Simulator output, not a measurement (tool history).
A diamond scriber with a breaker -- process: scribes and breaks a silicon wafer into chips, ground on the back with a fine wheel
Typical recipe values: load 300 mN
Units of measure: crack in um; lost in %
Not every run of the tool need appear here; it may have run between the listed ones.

run	hour	load	wafers since the last listed run	hours since the diamond tip was replaced	hours since the load on the tip was calibrated	incoming depth of the damage left on the back of the incoming wafer, um	crack	lost
1	0.0	240	0	339.2	147.3	2.03	7.25	20.41
2	36.0	321	100	375.2	183.3	2.04	10.41	3.83
3	65.3	321	81	404.5	212.6	2.39	9.89	4.01
4	124.3	321	164	463.5	271.6	2.75	10.03	4.38
5	194.5	300	195	533.7	341.8	2.92	9.71	4.27
6	226.2	300	88	565.4	373.5	2.67	9.79	3.66
7	259.6	335	93	598.8	406.9	2.96	10.90	6.93
8	305.3	335	127	644.5	452.6	2.56	10.95	6.09
9	375.4	300	195	714.6	522.7	1.95	9.38	2.44
10	441.1	300	183	780.3	588.4	1.63	9.69	2.24
# hour 459.8: diamond tip replaced by a new one
11	467.4	300	67	7.6	614.7	2.00	9.63	2.49
12	504.4	300	103	44.6	651.7	1.93	9.70	2.49
13	545.3	323	114	85.5	692.6	2.29	10.27	4.24
14	596.2	274	141	136.4	743.5	1.68	8.69	4.82
# hour 602.8: load on the tip recalibrated
15	648.6	358	140	188.8	45.8	2.66	11.83	10.42
16	692.8	300	123	233.0	90.0	1.82	9.40	2.41
17	736.9	343	123	277.1	134.1	2.59	10.95	7.61
18	772.8	386	100	313.0	170.0	2.32	12.45	17.40
19	836.6	243	177	376.8	233.8	2.56	7.26	19.56

Run 20 is up next; what results do you expect?
20	864.5	255	77	404.7	261.7	1.54	?	?

crack: 8.00 um
lost: 10.41 %
Take away the tool's hidden state, keep the run-to-run variation as it was, and the same run would have given crack 8.00 um, lost 10.41 %.
